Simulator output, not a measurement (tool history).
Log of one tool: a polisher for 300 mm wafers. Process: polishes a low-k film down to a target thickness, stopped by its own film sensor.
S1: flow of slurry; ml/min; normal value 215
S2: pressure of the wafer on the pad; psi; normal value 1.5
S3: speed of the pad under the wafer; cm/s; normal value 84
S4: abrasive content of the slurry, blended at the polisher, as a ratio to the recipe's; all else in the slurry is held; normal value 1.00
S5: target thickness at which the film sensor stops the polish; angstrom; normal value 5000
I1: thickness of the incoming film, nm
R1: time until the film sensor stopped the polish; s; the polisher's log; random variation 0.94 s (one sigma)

run,hour,S1,S2,S3,S4,S5,I1,R1
1,0.0,215,1.5,84,1.00,5000,517.2,53.9
2,65.2,215,1.5,84,1.00,5000,520.5,66.1
3,93.4,215,1.5,84,1.00,5000,518.0,58.4
# hour 116.5: conditioning disc replaced and pad reconditioned
4,123.6,215,1.5,84,1.00,5000,517.7,60.3
# hour 127.9: worn pad replaced by a new one
5,147.2,215,1.5,84,1.00,5000,523.6,79.1
# hour 153.1: slurry nozzle cleaned
6,172.5,215,1.2,84,1.00,5000,516.6,70.8
7,205.4,215,1.5,84,1.00,5000,511.2,38.9
8,234.0,215,1.5,66,1.00,5020,513.8,50.6
# hour 255.4: worn pad replaced by a new one
# hour 257.4: head pressure recalibrated
9,257.9,215,1.5,84,1.00,5000,520.0,72.5
10,272.4,215,1.5,84,1.00,5000,516.8,61.2
# hour 283.8: slurry blender recalibrated
11,302.5,215,1.5,110,1.00,5030,527.5,60.8
# hour 311.7: conditioning disc replaced and pad reconditioned
12,316.7,215,1.5,84,0.75,5060,518.5,46.7
13,340.5,215,1.5,84,1.00,5030,518.4,47.7
14,356.5,215,1.2,84,1.00,4970,521.8,93.9
15,373.0,215,1.5,84,1.00,5000,527.9,87.3

Give the tool's hidden conditions for every run:
removal rate lost through wear of the pad, %: 0 on each run
slurry flow missing at the pad, %: 0 on each run
deviation of the head's pressure from its setpoint, %: 0 on each run
time polished since the conditioner stopped cutting, s: 0 on each run
H1: abrasive missing from the slurry, %
run,H1
1,5.16
2,8.37
3,10.1
4,12.1
5,13.8
6,15.8
7,18.6
8,21.3
9,23.7
10,25.2
11,1.36
12,1.44
13,1.69
14,1.93
15,2.24

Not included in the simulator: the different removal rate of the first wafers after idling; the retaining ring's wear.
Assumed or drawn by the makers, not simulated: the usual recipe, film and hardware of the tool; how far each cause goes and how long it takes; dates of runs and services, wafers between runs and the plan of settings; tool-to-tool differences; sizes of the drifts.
